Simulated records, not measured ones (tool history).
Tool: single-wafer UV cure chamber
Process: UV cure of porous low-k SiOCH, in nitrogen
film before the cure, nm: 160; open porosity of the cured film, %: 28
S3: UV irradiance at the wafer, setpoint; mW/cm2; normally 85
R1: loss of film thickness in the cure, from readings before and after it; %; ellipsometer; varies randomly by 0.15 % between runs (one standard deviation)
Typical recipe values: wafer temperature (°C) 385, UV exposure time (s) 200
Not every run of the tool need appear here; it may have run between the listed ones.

Run 1, hour 0: usual settings. Result: R1 12.993 %.
Run 2, hour 12.4: usual settings. Result: R1 13.221 %.
Run 3, hour 20.8: usual settings. Result: R1 12.767 %.
Run 4, hour 32.7: usual settings but wafer temperature (°C) 378. Result: R1 12.597 %.
Run 5, hour 48.8: usual settings but UV exposure time (s) 165. Result: R1 11.523 %.
Run 6, hour 55.6: usual settings but UV exposure time (s) 165. Result: R1 11.595 %.
Run 7, hour 61.9: usual settings but UV exposure time (s) 165. Result: R1 11.489 %.
Run 8, hour 69: usual settings but wafer temperature (°C) 391, S3 54 mW/cm2. Result: R1 10.461 %.
Run 9, hour 85.6: usual settings but wafer temperature (°C) 391, S3 54 mW/cm2. Result: R1 10.163 %.
Run 10, hour 96: usual settings but S3 100 mW/cm2. Result: R1 13.465 %.
Run 11, hour 109: usual settings. Result: R1 12.593 %.
Run 12, hour 121: usual settings but wafer temperature (°C) 366, S3 125 mW/cm2. Result: R1 14.115 %.
Run 13, hour 135.4: usual settings. Result: R1 12.445 %.
Run 14, hour 151.9: usual settings but wafer temperature (°C) 401, UV exposure time (s) 135, S3 105 mW/cm2. Result: R1 11.617 %.
Run 15, hour 161.1: usual settings but wafer temperature (°C) 370, S3 119 mW/cm2. Result: R1 13.807 %.
Run 16, hour 176.8: usual settings. Result: R1 12.21 %.
Run 17, hour 184.5: usual settings but wafer temperature (°C) 398, UV exposure time (s) 95, S3 110 mW/cm2. Result: R1 9.871 %.
Run 18, hour 200.5: usual settings but UV exposure time (s) 255, S3 119 mW/cm2. Result: R1 18.15 %.
Run 19, hour 217.1: usual settings. Result: R1 14.517 %.
Run 20, hour 226.6: usual settings but wafer temperature (°C) 402, UV exposure time (s) 260, S3 56 mW/cm2. Result: R1 13.919 %.
Run 21, hour 236.7: usual settings but S3 101 mW/cm2. Result: R1 15.634 %.
Run 22, hour 250.8: usual settings but wafer temperature (°C) 378, S3 66 mW/cm2. Result: R1 12.8 %.
Run 23, hour 258: usual settings but wafer temperature (°C) 391. Result: R1 14.546 %.

Not shown here: 2 entries made in the log between runs. Locate each between two listed runs and compare the hidden state at the listed run before it with the hidden state at the listed run after it:
Between runs 13 and 14: quartz window cleaned (hour 151.4)
  lamp output below its setpoint, %: 31 -> 32.1
  the result without the hidden state subtracted from the measured one, R1: -2.081 -> -2.13 %
Between runs 17 and 18: UV bulbs replaced (hour 200)
  lamp output below its setpoint, %: 34.2 -> 0.267
  the result without the hidden state subtracted from the measured one, R1: -2.282 -> -0.016 %
